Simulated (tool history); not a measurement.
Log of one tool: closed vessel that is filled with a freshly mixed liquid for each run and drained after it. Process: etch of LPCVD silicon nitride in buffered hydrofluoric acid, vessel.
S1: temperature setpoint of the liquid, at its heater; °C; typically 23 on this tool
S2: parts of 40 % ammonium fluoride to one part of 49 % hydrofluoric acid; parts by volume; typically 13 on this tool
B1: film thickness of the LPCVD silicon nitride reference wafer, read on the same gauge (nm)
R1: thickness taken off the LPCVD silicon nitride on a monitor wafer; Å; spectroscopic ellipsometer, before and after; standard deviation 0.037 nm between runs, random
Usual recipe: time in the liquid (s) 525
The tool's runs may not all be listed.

{"run": 1, "hour": 0.0, "S1": 23, "S2": 13, "time in the liquid (s)": 525, "B1": 79.985, "R1": 50.34}
{"run": 2, "hour": 95.7, "S1": 23, "S2": 13, "time in the liquid (s)": 525, "B1": 80.011, "R1": 50.73}
{"run": 3, "hour": 192.7, "S1": 23, "S2": 13, "time in the liquid (s)": 525, "B1": 80.003, "R1": 50.5}
{"run": 4, "hour": 295.4, "S1": 23, "S2": 13, "time in the liquid (s)": 525, "B1": 80.047, "R1": 50.62}
{"run": 5, "hour": 336.4, "S1": 23, "S2": 14.5, "time in the liquid (s)": 525, "B1": 79.992, "R1": 45.38}
{"run": 6, "hour": 400.7, "S1": 23, "S2": 14.5, "time in the liquid (s)": 525, "B1": 80.002, "R1": 45.48}
{"run": 7, "hour": 492.1, "S1": 23, "S2": 14.5, "time in the liquid (s)": 525, "B1": 80.033, "R1": 45.52}
{"run": 8, "hour": 571.5, "S1": 23, "S2": 13, "time in the liquid (s)": 385, "B1": 79.992, "R1": 37.66}
{"run": 9, "hour": 760.6, "S1": 23, "S2": 13, "time in the liquid (s)": 385, "B1": 80.008, "R1": 38.23}
{"run": 10, "hour": 850.9, "S1": 23, "S2": 13, "time in the liquid (s)": 385, "B1": 79.968, "R1": 37.8}
{"run": 11, "hour": 935.1, "S1": 23, "S2": 13, "time in the liquid (s)": 525, "B1": 80.001, "R1": 52.47}
{"run": 12, "hour": 983.7, "S1": 23, "S2": 13, "time in the liquid (s)": 525, "B1": 80.009, "R1": 51.62}
{"run": 13, "hour": 1056.5, "S1": 23, "S2": 13, "time in the liquid (s)": 525, "B1": 79.988, "R1": 51.28}
{"run": 14, "hour": 1113.4, "S1": 23, "S2": 13, "time in the liquid (s)": 525, "B1": 79.997, "R1": 52.35}
{"run": 15, "hour": 1201.0, "S1": 23, "S2": 13, "time in the liquid (s)": 525, "B1": 80.038, "R1": 52.35}
{"run": 16, "hour": 1289.8, "S1": 23, "S2": 13, "time in the liquid (s)": 525, "B1": 80.021, "R1": 51.68}
{"hour": 1308.1, "done": "hydrofluoric acid flow meter replaced"}
{"run": 17, "hour": 1330.8, "S1": 21.5, "S2": 10.5, "time in the liquid (s)": 525, "B1": 79.988, "R1": 56.45}
{"run": 18, "hour": 1415.6, "S1": 23, "S2": 13, "time in the liquid (s)": 525, "B1": 80.01, "R1": 50.08}
{"run": 19, "hour": 1501.9, "S1": 23, "S2": 17.5, "time in the liquid (s)": 525, "B1": 80.056, "R1": 37.75}
{"run": 20, "hour": 1591.0, "S1": 23, "S2": 13, "time in the liquid (s)": 525, "B1": 79.988, "R1": 50.69}
{"run": 21, "hour": 1650.8, "S1": 23, "S2": 9, "time in the liquid (s)": 370, "B1": 80.029, "R1": 49.47}
{"run": 22, "hour": 1733.5, "S1": 23, "S2": 8, "time in the liquid (s)": 765, "B1": 79.991, "R1": 115.79}

Forecast run 23:
{"run": 23, "hour": 1792.7, "S1": 23, "S2": 13, "time in the liquid (s)": 525, "B1": "?", "R1": "?"}

B1: 80.039
R1: 50.6 Å
Take away the tool's hidden state, keep the run-to-run variation as it was, and the same run would have given R1 49.57 Å.
